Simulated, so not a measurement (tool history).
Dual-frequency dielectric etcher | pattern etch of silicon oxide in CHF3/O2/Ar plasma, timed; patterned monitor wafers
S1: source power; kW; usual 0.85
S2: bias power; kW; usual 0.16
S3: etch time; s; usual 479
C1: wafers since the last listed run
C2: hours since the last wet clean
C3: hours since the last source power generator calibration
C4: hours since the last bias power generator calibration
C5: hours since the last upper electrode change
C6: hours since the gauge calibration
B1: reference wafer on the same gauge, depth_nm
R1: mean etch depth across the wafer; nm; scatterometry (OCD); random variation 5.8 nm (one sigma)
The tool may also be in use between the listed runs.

| run | day | S1 | S2 | S3 | C1 | C2 | C3 | C4 | C5 | C6 | B1 | R1 |
|---|---|---|---|---|---|---|---|---|---|---|---|---|
| 1 | 0 | 0.85 | 0.16 | 479 | 0 | 630.1 | 2863.9 | 3680 | 377.5 | 3143.1 | 1070.3 | 1231.7 |
|  | 1.483 | source power generator calibrated |
| 2 | 1.579 | 0.85 | 0.16 | 479 | 163 | 668 | 2.3 | 3717.9 | 415.4 | 3181 | 1069.7 | 1233.4 |
|  | 5.358 | wet clean of the chamber |
| 3 | 5.379 | 0.71 | 0.16 | 479 | 324 | 0.5 | 93.5 | 3809.1 | 506.6 | 3272.2 | 1069.8 | 1127.1 |
| 4 | 7.929 | 0.71 | 0.16 | 479 | 295 | 61.7 | 154.7 | 3870.3 | 567.8 | 3333.4 | 1070.4 | 1119.7 |
| 5 | 9.888 | 0.71 | 0.16 | 479 | 226 | 108.7 | 201.7 | 3917.3 | 614.8 | 3380.4 | 1070.8 | 1135.5 |
| 6 | 11.588 | 0.85 | 0.16 | 537.5 | 196 | 149.5 | 242.5 | 3958.1 | 655.6 | 3421.2 | 1071.2 | 1347.9 |
|  | 13.438 | gauge calibrated |
| 7 | 13.917 | 0.85 | 0.121 | 479 | 269 | 205.4 | 298.4 | 4014 | 711.5 | 11.5 | 1069.2 | 1144.3 |
| 8 | 18.212 | 0.85 | 0.16 | 479 | 497 | 308.5 | 401.5 | 4117.1 | 814.6 | 114.6 | 1069.5 | 1217.2 |
| 9 | 20.8 | 0.99 | 0.193 | 364 | 299 | 370.6 | 463.6 | 4179.2 | 876.7 | 176.7 | 1070.7 | 1017.5 |
| 10 | 22.583 | 0.76 | 0.179 | 429.5 | 206 | 413.4 | 506.4 | 4222 | 919.5 | 219.5 | 1070.5 | 1084.7 |
| 11 | 24.962 | 0.95 | 0.16 | 541 | 275 | 470.5 | 563.5 | 4279.1 | 976.6 | 276.6 | 1069.5 | 1447.9 |
| 12 | 29.442 | 0.85 | 0.16 | 479 | 518 | 578 | 671 | 4386.6 | 1084.1 | 384.1 | 1070 | 1231.3 |
| 13 | 33.254 | 0.85 | 0.16 | 479 | 441 | 669.5 | 762.5 | 4478.1 | 1175.6 | 475.6 | 1069.8 | 1234.1 |
|  | 37.308 | wet clean of the chamber |
| 14 | 37.517 | 0.71 | 0.175 | 385.5 | 377 | 5 | 864.8 | 4580.4 | 1277.9 | 577.9 | 1069.5 | 910.7 |
|  | 39.592 | bias power generator calibrated |
| 15 | 40.988 | 0.85 | 0.16 | 479 | 382 | 88.3 | 948.1 | 33.5 | 1361.2 | 661.2 | 1069.2 | 1184.9 |
| 16 | 43.492 | 0.99 | 0.124 | 428 | 289 | 148.4 | 1008.2 | 93.6 | 1421.3 | 721.3 | 1069.7 | 1066.9 |
| 17 | 45.425 | 0.85 | 0.16 | 574 | 223 | 194.8 | 1054.6 | 140 | 1467.7 | 767.7 | 1070 | 1431 |
| 18 | 46.954 | 0.85 | 0.123 | 479 | 177 | 231.5 | 1091.3 | 176.7 | 1504.4 | 804.4 | 1070 | 1138.1 |
| 19 | 48.896 | 0.68 | 0.171 | 479 | 224 | 278.1 | 1137.9 | 223.3 | 1551 | 851 | 1069.8 | 1129.5 |
| 20 | 52.192 | 1.01 | 0.146 | 577 | 381 | 357.2 | 1217 | 302.4 | 1630.1 | 930.1 | 1069.2 | 1530 |
| 21 | 55.412 | 0.65 | 0.16 | 479 | 372 | 434.5 | 1294.3 | 379.7 | 1707.4 | 1007.4 | 1071.1 | 1117.1 |
| 22 | 59.529 | 0.85 | 0.16 | 479 | 476 | 533.3 | 1393.1 | 478.5 | 1806.2 | 1106.2 | 1068.5 | 1226.2 |
| 23 | 63.092 | 0.85 | 0.173 | 391.5 | 412 | 618.8 | 1478.6 | 564 | 1891.7 | 1191.7 | 1070.4 | 1025.8 |
| 24 | 64.779 | 1 | 0.194 | 357.5 | 195 | 659.3 | 1519.1 | 604.5 | 1932.2 | 1232.2 | 1070.1 | 1005.5 |
| 25 | 68.992 | 0.72 | 0.16 | 366 | 487 | 760.4 | 1620.2 | 705.6 | 2033.3 | 1333.3 | 1070.1 | 898.7 |
|  | 70.512 | wet clean of the chamber |
| 26 | 70.758 | 1.01 | 0.185 | 415 | 88 | 5.9 | 1662.6 | 748 | 2075.7 | 1375.7 | 1070.4 | 1124 |
| 27 | 72.608 | 0.85 | 0.196 | 618.5 | 214 | 50.3 | 1707 | 792.4 | 2120.1 | 1420.1 | 1069.7 | 1582.8 |
| 28 | 76.167 | 1 | 0.125 | 547.5 | 412 | 135.7 | 1792.4 | 877.8 | 2205.5 | 1505.5 | 1071.1 | 1372.2 |
| 29 | 89.067 | 0.85 | 0.16 | 479 | 1493 | 445.3 | 2102 | 1187.4 | 2515.1 | 1815.1 | 1070.1 | 1212.8 |

4 ways to go on from here, each from the tool as it stands after run 29. What would each give?
| A | 89.088 | 0.85 | 0.16 | 378.5 | 2 | 445.8 | 2102.5 | 1187.9 | 2515.6 | 1815.6 | ? | ? |
| B | 89.088 | 0.78 | 0.16 | 479 | 2 | 445.8 | 2102.5 | 1187.9 | 2515.6 | 1815.6 | ? | ? |
| C | 89.088 | 0.95 | 0.17 | 612 | 2 | 445.8 | 2102.5 | 1187.9 | 2515.6 | 1815.6 | ? | ? |
| D | 89.088 | 0.69 | 0.16 | 479 | 2 | 445.8 | 2102.5 | 1187.9 | 2515.6 | 1815.6 | ? | ? |

| run | B1 | R1 |
|---|---|---|
| A | 1069.9 | 957.1 |
| B | 1069.9 | 1176.5 |
| C | 1069.9 | 1627.6 |
| D | 1069.9 | 1129.6 |
Without the tool's hidden state the same runs would have given:
| run | R1 |
|---|---|
| A | 934.1 |
| B | 1148.3 |
| C | 1588.5 |
| D | 1102.5 |
